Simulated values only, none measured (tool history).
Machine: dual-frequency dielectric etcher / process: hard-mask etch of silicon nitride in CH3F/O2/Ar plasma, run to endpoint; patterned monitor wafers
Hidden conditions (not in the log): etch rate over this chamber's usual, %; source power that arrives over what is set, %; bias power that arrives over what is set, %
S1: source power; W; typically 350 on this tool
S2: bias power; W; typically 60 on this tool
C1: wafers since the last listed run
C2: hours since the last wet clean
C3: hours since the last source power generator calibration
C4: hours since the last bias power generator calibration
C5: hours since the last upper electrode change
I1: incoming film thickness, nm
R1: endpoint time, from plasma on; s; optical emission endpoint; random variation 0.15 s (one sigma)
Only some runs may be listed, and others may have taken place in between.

Run 1, hour 0: usual settings; C1 0; C2 137.3; C3 3707.5; C4 1160.2; C5 4251.9; I1 28.63. Result: R1 50.5 s.
Run 2, hour 49: usual settings; C1 471; C2 186.3; C3 3756.5; C4 1209.2; C5 4300.9; I1 28.21. Result: R1 49.9 s.
Run 3, hour 108.7: usual settings but S2 51 W; C1 573; C2 246; C3 3816.2; C4 1268.9; C5 4360.6; I1 28.17. Result: R1 53.1 s.
Run 4, hour 178.9: usual settings but S2 50 W; C1 674; C2 316.2; C3 3886.4; C4 1339.1; C5 4430.8; I1 28.41. Result: R1 54 s.
Run 5, hour 228.2: usual settings but S2 50 W; C1 473; C2 365.5; C3 3935.7; C4 1388.4; C5 4480.1; I1 28.39. Result: R1 54.1 s.
At hour 309.3: upper electrode replaced.
Run 6, hour 313.9: usual settings but S2 50 W; C1 593; C2 451.2; C3 4021.4; C4 1474.1; C5 4.6; I1 28.18. Result: R1 54.2 s.
At hour 343.7: wet clean of the chamber.
Run 7, hour 373.2: usual settings; C1 339; C2 29.5; C3 4080.7; C4 1533.4; C5 63.9; I1 28.51. Result: R1 49.5 s.
Run 8, hour 442.1: usual settings; C1 662; C2 98.4; C3 4149.6; C4 1602.3; C5 132.8; I1 28.37. Result: R1 49.5 s.
Run 9, hour 498.1: usual settings but S1 280 W; C1 538; C2 154.4; C3 4205.6; C4 1658.3; C5 188.8; I1 28.55. Result: R1 54.2 s.
At hour 510.4: bias power generator calibrated.
Run 10, hour 525.9: usual settings; C1 228; C2 182.2; C3 4233.4; C4 15.5; C5 216.6; I1 28.55. Result: R1 49.8 s.
At hour 544.3: source power generator calibrated.
Run 11, hour 570.4: usual settings but S2 54 W; C1 389; C2 226.7; C3 26.1; C4 60; C5 261.1; I1 28.28. Result: R1 51.4 s.
Run 12, hour 637.6: usual settings but S2 73 W; C1 645; C2 293.9; C3 93.3; C4 127.2; C5 328.3; I1 28.21. Result: R1 46.2 s.
Run 13, hour 677.1: usual settings; C1 379; C2 333.4; C3 132.8; C4 166.7; C5 367.8; I1 28.38. Result: R1 50.1 s.
Run 14, hour 742.7: usual settings but S1 310 W, S2 53 W; C1 630; C2 399; C3 198.4; C4 232.3; C5 433.4; I1 28.24. Result: R1 54.5 s.
At hour 785.1: wet clean of the chamber.
Run 15, hour 806.9: usual settings but S1 290 W, S2 52 W; C1 386; C2 21.8; C3 262.6; C4 296.5; C5 497.6; I1 28.27. Result: R1 55 s.
Run 16, hour 867.3: usual settings but S1 390 W, S2 50 W; C1 580; C2 82.2; C3 323; C4 356.9; C5 558; I1 28.58. Result: R1 51.2 s.
Run 17, hour 922: usual settings but S1 420 W; C1 525; C2 136.9; C3 377.7; C4 411.6; C5 612.7; I1 28.36. Result: R1 46.9 s.
Run 18, hour 963.6: usual settings but S1 330 W; C1 399; C2 178.5; C3 419.3; C4 453.2; C5 654.3; I1 28.51. Result: R1 51.4 s.
Run 19, hour 1007.2: usual settings but S1 270 W, S2 55 W; C1 419; C2 222.1; C3 462.9; C4 496.8; C5 697.9; I1 28.48. Result: R1 56.3 s.

For each entry between runs, how does the tool's hidden state at the last listed run before it compare with that at the first listed run after it?
Logged between run 5 and run 6: upper electrode replaced (hour 309.3)
  etch rate over this chamber's usual, %: -2.41 -> -3.01; bias power that arrives over what is set, %: -3.91 -> -3.98
  measured minus no-state result, R1: +2 -> +2.4 s
Logged between run 6 and run 7: wet clean of the chamber (hour 343.7)
  etch rate over this chamber's usual, %: -3.01 -> -0.0138; bias power that arrives over what is set, %: -3.98 -> -4.02
  measured minus no-state result, R1: +2.4 -> +0.7 s
Logged between run 9 and run 10: bias power generator calibrated (hour 510.4)
  etch rate over this chamber's usual, %: -0.902 -> -1.1; bias power that arrives over what is set, %: -4.1 -> -0.0892
  measured minus no-state result, R1: +1.3 -> +0.6 s
Logged between run 10 and run 11: source power generator calibrated (hour 544.3)
  etch rate over this chamber's usual, %: -1.1 -> -1.42; bias power that arrives over what is set, %: -0.0892 -> -0.457
  measured minus no-state result, R1: +0.6 -> +0.8 s
Logged between run 14 and run 15: wet clean of the chamber (hour 785.1)
  etch rate over this chamber's usual, %: -2.64 -> -0.126; bias power that arrives over what is set, %: -1.65 -> -2.01
  measured minus no-state result, R1: +1.7 -> +0.5 s

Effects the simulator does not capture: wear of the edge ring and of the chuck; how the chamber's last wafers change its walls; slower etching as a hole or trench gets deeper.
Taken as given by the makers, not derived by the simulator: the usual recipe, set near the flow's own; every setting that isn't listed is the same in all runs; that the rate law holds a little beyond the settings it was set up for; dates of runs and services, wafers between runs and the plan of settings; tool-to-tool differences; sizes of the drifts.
